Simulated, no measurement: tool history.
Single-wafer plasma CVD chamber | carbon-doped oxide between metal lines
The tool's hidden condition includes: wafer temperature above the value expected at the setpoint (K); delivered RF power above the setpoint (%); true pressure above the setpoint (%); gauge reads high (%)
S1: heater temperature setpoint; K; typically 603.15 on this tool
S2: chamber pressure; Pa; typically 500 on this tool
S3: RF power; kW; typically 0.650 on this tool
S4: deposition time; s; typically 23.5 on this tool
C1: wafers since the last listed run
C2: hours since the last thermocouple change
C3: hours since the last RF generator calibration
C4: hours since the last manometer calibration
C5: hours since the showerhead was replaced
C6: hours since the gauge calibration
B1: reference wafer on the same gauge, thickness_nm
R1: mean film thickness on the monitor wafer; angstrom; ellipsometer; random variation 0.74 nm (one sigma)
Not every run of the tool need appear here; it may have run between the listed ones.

run 1 hour=0.0 | S1=603.15 S2=500 S3=0.650 S4=23.5 | C1=0 C2=1380.0 C3=261.6 C4=1615.6 C5=3989.5 C6=436.4 | B1=147.932 | R1=1454.45
run 2 hour=33.2 | S1=603.15 S2=593 S3=0.585 S4=23.5 | C1=519 C2=1413.2 C3=294.8 C4=1648.8 C5=4022.7 C6=469.6 | B1=148.100 | R1=1401.78
run 3 hour=49.0 | S1=603.15 S2=593 S3=0.585 S4=23.5 | C1=247 C2=1429.0 C3=310.6 C4=1664.6 C5=4038.5 C6=485.4 | B1=147.856 | R1=1395.43
run 4 hour=89.3 | S1=603.15 S2=500 S3=0.650 S4=23.5 | C1=631 C2=1469.3 C3=350.9 C4=1704.9 C5=4078.8 C6=525.7 | B1=148.041 | R1=1459.45
run 5 hour=109.8 | S1=603.15 S2=500 S3=0.650 S4=23.5 | C1=321 C2=1489.8 C3=371.4 C4=1725.4 C5=4099.3 C6=546.2 | B1=148.017 | R1=1443.62
run 6 hour=143.3 | S1=603.15 S2=500 S3=0.650 S4=23.5 | C1=524 C2=1523.3 C3=404.9 C4=1758.9 C5=4132.8 C6=579.7 | B1=148.011 | R1=1452.24
run 7 hour=178.5 | S1=603.15 S2=500 S3=0.650 S4=23.5 | C1=551 C2=1558.5 C3=440.1 C4=1794.1 C5=4168.0 C6=614.9 | B1=147.938 | R1=1442.97
run 8 hour=195.5 | S1=603.15 S2=500 S3=0.650 S4=23.5 | C1=266 C2=1575.5 C3=457.1 C4=1811.1 C5=4185.0 C6=631.9 | B1=148.000 | R1=1452.71
run 9 hour=229.8 | S1=603.15 S2=500 S3=0.650 S4=23.5 | C1=537 C2=1609.8 C3=491.4 C4=1845.4 C5=4219.3 C6=666.2 | B1=147.922 | R1=1441.42
run 10 hour=250.7 | S1=610.15 S2=500 S3=0.730 S4=23.5 | C1=327 C2=1630.7 C3=512.3 C4=1866.3 C5=4240.2 C6=687.1 | B1=147.958 | R1=1517.13
run 11 hour=275.9 | S1=603.15 S2=500 S3=0.650 S4=23.5 | C1=394 C2=1655.9 C3=537.5 C4=1891.5 C5=4265.4 C6=712.3 | B1=147.919 | R1=1449.74
run 12 hour=307.9 | S1=592.15 S2=579 S3=0.650 S4=24.9 | C1=501 C2=1687.9 C3=569.5 C4=1923.5 C5=4297.4 C6=744.3 | B1=147.909 | R1=1624.04
run 13 hour=338.7 | S1=603.15 S2=500 S3=0.650 S4=23.5 | C1=482 C2=1718.7 C3=600.3 C4=1954.3 C5=4328.2 C6=775.1 | B1=148.083 | R1=1454.69
run 14 hour=353.9 | S1=618.15 S2=608 S3=0.575 S4=19.9 | C1=238 C2=1733.9 C3=615.5 C4=1969.5 C5=4343.4 C6=790.3 | B1=148.084 | R1=1124.94
run 15 hour=385.9 | S1=614.15 S2=440 S3=0.610 S4=28.2 | C1=501 C2=1765.9 C3=647.5 C4=2001.5 C5=4375.4 C6=822.3 | B1=147.936 | R1=1594.20
run 16 hour=409.1 | S1=603.15 S2=539 S3=0.650 S4=20.4 | C1=363 C2=1789.1 C3=670.7 C4=2024.7 C5=4398.6 C6=845.5 | B1=147.950 | R1=1275.76
run 17 hour=424.4 | S1=603.15 S2=500 S3=0.715 S4=26.5 | C1=239 C2=1804.4 C3=686.0 C4=2040.0 C5=4413.9 C6=860.8 | B1=147.956 | R1=1733.73
run 18 hour=446.7 | S1=603.15 S2=500 S3=0.650 S4=23.5 | C1=349 C2=1826.7 C3=708.3 C4=2062.3 C5=4436.2 C6=883.1 | B1=147.894 | R1=1460.86
-- hour=453.4 gauge calibrated
-- hour=473.0 capacitance manometer re-zeroed and calibrated
-- hour=485.5 showerhead replaced
run 19 hour=486.0 | S1=595.15 S2=500 S3=0.730 S4=19.6 | C1=364 C2=1866.0 C3=747.6 C4=13.0 C5=0.5 C6=32.6 | B1=147.978 | R1=1335.92
-- hour=494.3 thermocouple changed; heater temperature recalibrated
-- hour=499.4 RF generator calibrated
run 20 hour=504.5 | S1=603.15 S2=500 S3=0.725 S4=23.5 | C1=85 C2=10.2 C3=5.1 C4=31.5 C5=19.0 C6=51.1 | B1=148.054 | R1=1548.48
run 21 hour=525.2 | S1=603.15 S2=500 S3=0.700 S4=28.2 | C1=324 C2=30.9 C3=25.8 C4=52.2 C5=39.7 C6=71.8 | B1=148.121 | R1=1811.58
run 22 hour=543.7 | S1=617.15 S2=383 S3=0.615 S4=20.1 | C1=289 C2=49.4 C3=44.3 C4=70.7 C5=58.2 C6=90.3 | B1=147.779 | R1=1123.17
run 23 hour=571.0 | S1=603.15 S2=500 S3=0.650 S4=23.5 | C1=427 C2=76.7 C3=71.6 C4=98.0 C5=85.5 C6=117.6 | B1=147.909 | R1=1455.30
run 24 hour=585.9 | S1=592.15 S2=579 S3=0.590 S4=26.5 | C1=233 C2=91.6 C3=86.5 C4=112.9 C5=100.4 C6=132.5 | B1=148.252 | R1=1630.49
run 25 hour=606.0 | S1=609.15 S2=600 S3=0.700 S4=22.0 | C1=314 C2=111.7 C3=106.6 C4=133.0 C5=120.5 C6=152.6 | B1=148.143 | R1=1427.50
run 26 hour=635.3 | S1=603.15 S2=500 S3=0.650 S4=21.5 | C1=458 C2=141.0 C3=135.9 C4=162.3 C5=149.8 C6=181.9 | B1=148.035 | R1=1328.64
run 27 hour=648.6 | S1=603.15 S2=500 S3=0.650 S4=23.5 | C1=208 C2=154.3 C3=149.2 C4=175.6 C5=163.1 C6=195.2 | B1=148.019 | R1=1446.11
run 28 hour=671.7 | S1=603.15 S2=576 S3=0.650 S4=23.5 | C1=361 C2=177.4 C3=172.3 C4=198.7 C5=186.2 C6=218.3 | B1=147.852 | R1=1481.70
run 29 hour=700.6 | S1=603.15 S2=500 S3=0.650 S4=20.8 | C1=452 C2=206.3 C3=201.2 C4=227.6 C5=215.1 C6=247.2 | B1=147.893 | R1=1282.15

For each entry between runs, how does the tool's hidden state at the last listed run before it compare with that at the first listed run after it?
From run 18 to run 19: gauge calibrated (hour 453.4); capacitance manometer re-zeroed and calibrated (hour 473.0); showerhead replaced (hour 485.5)
  no hidden state differs between the two runs
From run 19 to run 20: thermocouple changed; heater temperature recalibrated (hour 494.3); RF generator calibrated (hour 499.4)
  no hidden state differs between the two runs

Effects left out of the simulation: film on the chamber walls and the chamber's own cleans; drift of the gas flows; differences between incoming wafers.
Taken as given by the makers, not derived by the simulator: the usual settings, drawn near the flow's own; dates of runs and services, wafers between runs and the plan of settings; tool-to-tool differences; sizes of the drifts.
